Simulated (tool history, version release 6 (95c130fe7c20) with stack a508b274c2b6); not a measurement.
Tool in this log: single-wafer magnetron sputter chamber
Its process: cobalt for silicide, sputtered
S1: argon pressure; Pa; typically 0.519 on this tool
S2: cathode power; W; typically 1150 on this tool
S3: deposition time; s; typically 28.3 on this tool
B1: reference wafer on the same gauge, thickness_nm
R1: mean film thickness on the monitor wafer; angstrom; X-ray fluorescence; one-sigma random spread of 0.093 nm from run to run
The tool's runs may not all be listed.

run,hour,S1,S2,S3,B1,R1
1,0.0,0.519,1150,28.3,17.239,148.05
# hour 21.9: sputter target and shields replaced
2,22.4,0.419,1150,28.3,17.213,145.60
3,31.1,0.419,1150,28.3,17.236,145.77
4,50.2,0.519,1150,28.3,17.210,139.41
# hour 91.5: capacitance manometer re-zeroed and calibrated
5,92.0,0.519,1150,28.3,17.198,137.75
6,106.8,0.519,1150,28.3,17.167,138.32
7,128.1,0.519,1150,28.3,17.213,137.55
8,162.8,0.519,1150,28.3,17.184,135.76
# hour 184.1: sputter target and shields replaced, repeated, since the last time left the tool worse
9,184.6,0.519,1150,28.3,17.217,157.53
10,211.0,0.519,1150,28.3,17.178,153.71
11,242.1,0.399,900,23.4,17.236,110.25
12,276.3,0.324,1350,31.1,17.191,194.57
13,304.1,0.519,900,32.3,17.238,146.46
# hour 334.4: magnet pack replaced
14,335.3,0.519,1350,26.1,17.190,156.80
15,368.7,0.314,1450,31.5,17.191,209.54
16,383.6,0.691,1300,31.9,17.241,177.83
17,441.8,0.519,1350,26.1,17.201,156.05
18,464.6,0.519,950,32.6,17.193,151.38
# hour 496.4: sputter target and shields replaced
19,496.9,0.366,1200,28.3,17.142,169.51
20,528.7,0.519,1150,28.3,17.188,157.01
# hour 535.6: gauge calibrated
21,562.2,0.519,1150,28.3,17.221,153.48
22,581.9,0.519,1150,30.4,17.179,163.81
23,600.1,0.519,1150,30.9,17.147,164.91
24,627.0,0.726,1150,26.0,17.206,134.59
25,653.2,0.459,900,32.7,17.181,151.98
26,671.5,0.519,1300,24.8,17.210,144.32
27,691.9,0.519,1000,32.9,17.196,159.94
28,709.2,0.460,950,30.2,17.198,142.43
# hour 748.2: sputter target and shields replaced
29,748.7,0.519,1150,28.3,17.215,158.19
30,773.6,0.314,1450,31.5,17.180,217.12
31,785.7,0.701,1350,28.3,17.205,168.20
32,817.6,0.519,1150,28.3,17.213,154.29
33,832.8,0.519,1400,28.3,17.183,176.72
34,867.3,0.519,1150,33.5,17.206,179.40

Give the tool's hidden conditions for every run:
true argon pressure above the setpoint (%): 0 across all the runs
gauge reads high (%): 0 across all the runs
H1: deposition rate above that of a new target (%)
run,H1
1,-5.58
2,-10
3,-10.5
4,-11.4
5,-12.8
6,-13.1
7,-13.6
8,-14.1
9,-0.59
10,-1.88
11,-3
12,-3.88
13,-4.39
14,-4.81
15,-5.13
16,-5.24
17,-5.54
18,-5.61
19,-0.11
20,-1.62
21,-2.75
22,-3.25
23,-3.62
24,-4.07
25,-4.39
26,-4.57
27,-4.73
28,-4.84
29,-0.355
30,-1.58
31,-2.07
32,-3.09
33,-3.47
34,-4.14
